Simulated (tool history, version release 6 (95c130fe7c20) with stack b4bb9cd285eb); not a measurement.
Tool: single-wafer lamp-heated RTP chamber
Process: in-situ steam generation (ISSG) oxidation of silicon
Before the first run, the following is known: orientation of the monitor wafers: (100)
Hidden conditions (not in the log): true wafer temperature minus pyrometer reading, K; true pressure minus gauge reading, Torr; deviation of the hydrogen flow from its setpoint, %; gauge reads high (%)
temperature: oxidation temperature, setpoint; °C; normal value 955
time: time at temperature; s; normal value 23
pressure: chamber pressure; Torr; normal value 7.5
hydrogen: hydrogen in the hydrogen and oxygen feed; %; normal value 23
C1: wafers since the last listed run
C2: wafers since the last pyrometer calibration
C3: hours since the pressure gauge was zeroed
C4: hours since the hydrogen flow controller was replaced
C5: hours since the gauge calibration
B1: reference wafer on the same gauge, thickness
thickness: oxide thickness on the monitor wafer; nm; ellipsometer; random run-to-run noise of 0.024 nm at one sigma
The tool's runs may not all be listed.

run 1 hour=0.0 | temperature=955 time=19 pressure=7.5 hydrogen=23 | C1=0 C2=1540 C3=4159.8 C4=4200.3 C5=719.5 | B1=4.899 | thickness=4.941
-- hour=23.9 gauge calibrated
run 2 hour=47.1 | temperature=955 time=19 pressure=7.5 hydrogen=29 | C1=363 C2=1903 C3=4206.9 C4=4247.4 C5=23.2 | B1=4.901 | thickness=5.239
run 3 hour=88.0 | temperature=955 time=19 pressure=7.5 hydrogen=29 | C1=315 C2=2219 C3=4247.8 C4=4288.3 C5=64.1 | B1=4.907 | thickness=5.285
run 4 hour=129.1 | temperature=955 time=19 pressure=7.5 hydrogen=29 | C1=317 C2=2537 C3=4288.9 C4=4329.4 C5=105.2 | B1=4.904 | thickness=5.264
run 5 hour=173.7 | temperature=955 time=23 pressure=7.5 hydrogen=23 | C1=344 C2=2881 C3=4333.5 C4=4374.0 C5=149.8 | B1=4.909 | thickness=5.434
run 6 hour=221.7 | temperature=955 time=23 pressure=7.5 hydrogen=23 | C1=370 C2=3251 C3=4381.5 C4=4422.0 C5=197.8 | B1=4.904 | thickness=5.392
run 7 hour=323.3 | temperature=955 time=23 pressure=7.5 hydrogen=23 | C1=784 C2=4036 C3=4483.1 C4=4523.6 C5=299.4 | B1=4.900 | thickness=5.367
run 8 hour=389.1 | temperature=955 time=23 pressure=7.5 hydrogen=19 | C1=508 C2=4544 C3=4548.9 C4=4589.4 C5=365.2 | B1=4.903 | thickness=5.175
run 9 hour=432.1 | temperature=955 time=23 pressure=7.5 hydrogen=19 | C1=331 C2=4876 C3=4591.9 C4=4632.4 C5=408.2 | B1=4.914 | thickness=5.167
run 10 hour=475.9 | temperature=955 time=27 pressure=7.5 hydrogen=23 | C1=338 C2=5214 C3=4635.7 C4=4676.2 C5=452.0 | B1=4.913 | thickness=5.826
run 11 hour=577.8 | temperature=955 time=27 pressure=7.5 hydrogen=23 | C1=786 C2=6001 C3=4737.6 C4=4778.1 C5=553.9 | B1=4.913 | thickness=5.810
run 12 hour=656.4 | temperature=955 time=18 pressure=7.5 hydrogen=15 | C1=606 C2=6608 C3=4816.2 C4=4856.7 C5=632.5 | B1=4.904 | thickness=4.429
-- hour=674.5 pyrometer window cleaned and pyrometer calibrated
run 13 hour=698.1 | temperature=946 time=29 pressure=7.5 hydrogen=23 | C1=260 C2=181 C3=4857.9 C4=4898.4 C5=674.2 | B1=4.917 | thickness=5.652
run 14 hour=785.6 | temperature=967 time=23 pressure=7.5 hydrogen=32 | C1=675 C2=857 C3=4945.4 C4=4985.9 C5=761.7 | B1=4.895 | thickness=6.033
-- hour=833.9 gauge calibrated
run 15 hour=888.2 | temperature=955 time=23 pressure=7.5 hydrogen=23 | C1=792 C2=1649 C3=5048.0 C4=5088.5 C5=54.3 | B1=4.914 | thickness=5.365
run 16 hour=984.6 | temperature=955 time=16 pressure=8.6 hydrogen=23 | C1=744 C2=2393 C3=5144.4 C4=5184.9 C5=150.7 | B1=4.906 | thickness=4.599
run 17 hour=1087.9 | temperature=955 time=15 pressure=7.5 hydrogen=23 | C1=797 C2=3191 C3=5247.7 C4=5288.2 C5=254.0 | B1=4.907 | thickness=4.501
-- hour=1157.7 pressure gauge zeroed
run 18 hour=1169.6 | temperature=955 time=23 pressure=6.9 hydrogen=15 | C1=569 C2=3760 C3=11.9 C4=5369.9 C5=335.7 | B1=4.905 | thickness=4.870
-- hour=1211.1 hydrogen flow controller replaced
run 19 hour=1259.1 | temperature=955 time=23 pressure=6.9 hydrogen=27 | C1=629 C2=4389 C3=101.4 C4=48.0 C5=425.2 | B1=4.912 | thickness=5.599
run 20 hour=1365.8 | temperature=955 time=23 pressure=7.5 hydrogen=23 | C1=823 C2=5213 C3=208.1 C4=154.7 C5=531.9 | B1=4.911 | thickness=5.432
run 21 hour=1430.2 | temperature=955 time=23 pressure=7.5 hydrogen=30 | C1=497 C2=5710 C3=272.5 C4=219.1 C5=596.3 | B1=4.906 | thickness=5.805
run 22 hour=1536.3 | temperature=939 time=19 pressure=7.5 hydrogen=29 | C1=819 C2=6529 C3=378.6 C4=325.2 C5=702.4 | B1=4.920 | thickness=5.057

Subtracting, for every run, the result it would have given without the tool's unlogged condition from the measured result gives the following. The same run-to-run variation enters both numbers; the gauge's scatter may not:
run=1 thickness=+0.104
run=2 thickness=+0.123
run=3 thickness=+0.134
run=4 thickness=+0.142
run=5 thickness=+0.165
run=6 thickness=+0.171
run=7 thickness=+0.183
run=8 thickness=+0.181
run=9 thickness=+0.184
run=10 thickness=+0.222
run=11 thickness=+0.227
run=12 thickness=+0.153
run=13 thickness=+0.032
run=14 thickness=+0.092
run=15 thickness=+0.114
run=16 thickness=+0.105
run=17 thickness=+0.114
run=18 thickness=+0.151
run=19 thickness=+0.186
run=20 thickness=+0.187
run=21 thickness=+0.205
run=22 thickness=+0.156
